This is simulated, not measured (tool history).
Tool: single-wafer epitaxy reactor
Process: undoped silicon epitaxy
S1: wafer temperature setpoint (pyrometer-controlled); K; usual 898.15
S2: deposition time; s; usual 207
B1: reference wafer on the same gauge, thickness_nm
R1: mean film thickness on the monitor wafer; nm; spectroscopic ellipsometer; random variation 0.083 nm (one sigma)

run   hour      S1   S2      B1      R1
  1      0  898.15  207  22.711  23.565
  2   11.4  898.15  207  22.714  23.543
  3   29.3  908.15  207  22.687  28.519
  4   36.7  908.15  207  22.712  28.535
  5   52.3  908.15  207  22.714  28.303
  6   60.8  898.15  207  22.695  23.274
  7   76.9  888.15  207  22.713  19.123
  8   92.8  888.15  207  22.718  19.005
  9  106.3  888.15  207  22.703  19.143
 10  119.5  898.15  240   22.72  27.033
 11    133  898.15  240  22.719  27.403
 12  143.2  898.15  240   22.69  27.134
 13  155.8  898.15  207  22.687  23.314
 14    169  889.15  228  22.706  21.423
     192.9  -- pyrometer calibrated
 15  193.4  889.15  228  22.681  18.933
 16  233.9  898.15  207   22.69  20.919
 17  246.9  898.15  240  22.698  24.206
 18  253.7  903.15  195  22.708  21.929
 19  261.8  893.15  176  22.678  16.034
 20  297.2  898.15  240  22.708  24.359
 21  312.9  904.15  180  22.687    20.8
     316.1  -- gauge calibrated
 22  328.2  885.15  242  22.701  19.016
 23  335.7  884.15  193   22.69  14.825
 24  343.6  888.15  207  22.684  17.257
 25  353.2  898.15  207   22.71   21.27
 26    360  898.15  207  22.708  21.302
 27  376.5  898.15  207  22.692  21.509
 28  393.4  910.15  226  22.686  29.838
 29    406  907.15  236  22.714  29.156
 30  413.5  898.15  207  22.664  21.509
 31  430.2  898.15  234  22.706  24.385
 32  442.9  904.15  238  22.706  28.104

Hidden state or all else? Some run-to-run changes of R1, split into what the settings, what came in and random variation would give without the hidden state, and what is left for the hidden state (with any gauge scatter that isn't in both results):
The hidden state here: wafer temperature above the value expected at the setpoint (K); gauge reads high (%).
Run 5 -> 6: S1 908.15 -> 898.15. R1 -5.029 nm: hidden state -0.503, all else -4.526.
Run 9 -> 10: S1 888.15 -> 898.15, S2 207 -> 240. R1 +7.89 nm: hidden state +0.845, all else +7.045.
Run 14 -> 15: pyrometer calibrated. R1 -2.49 nm: hidden state -2.474, all else -0.016.
Run 19 -> 20: S1 893.15 -> 898.15, S2 176 -> 240. R1 +8.325 nm: hidden state +0.229, all else +8.096.
Run 27 -> 28: S1 898.15 -> 910.15, S2 207 -> 226. R1 +8.329 nm: hidden state +0.284, all else +8.045.
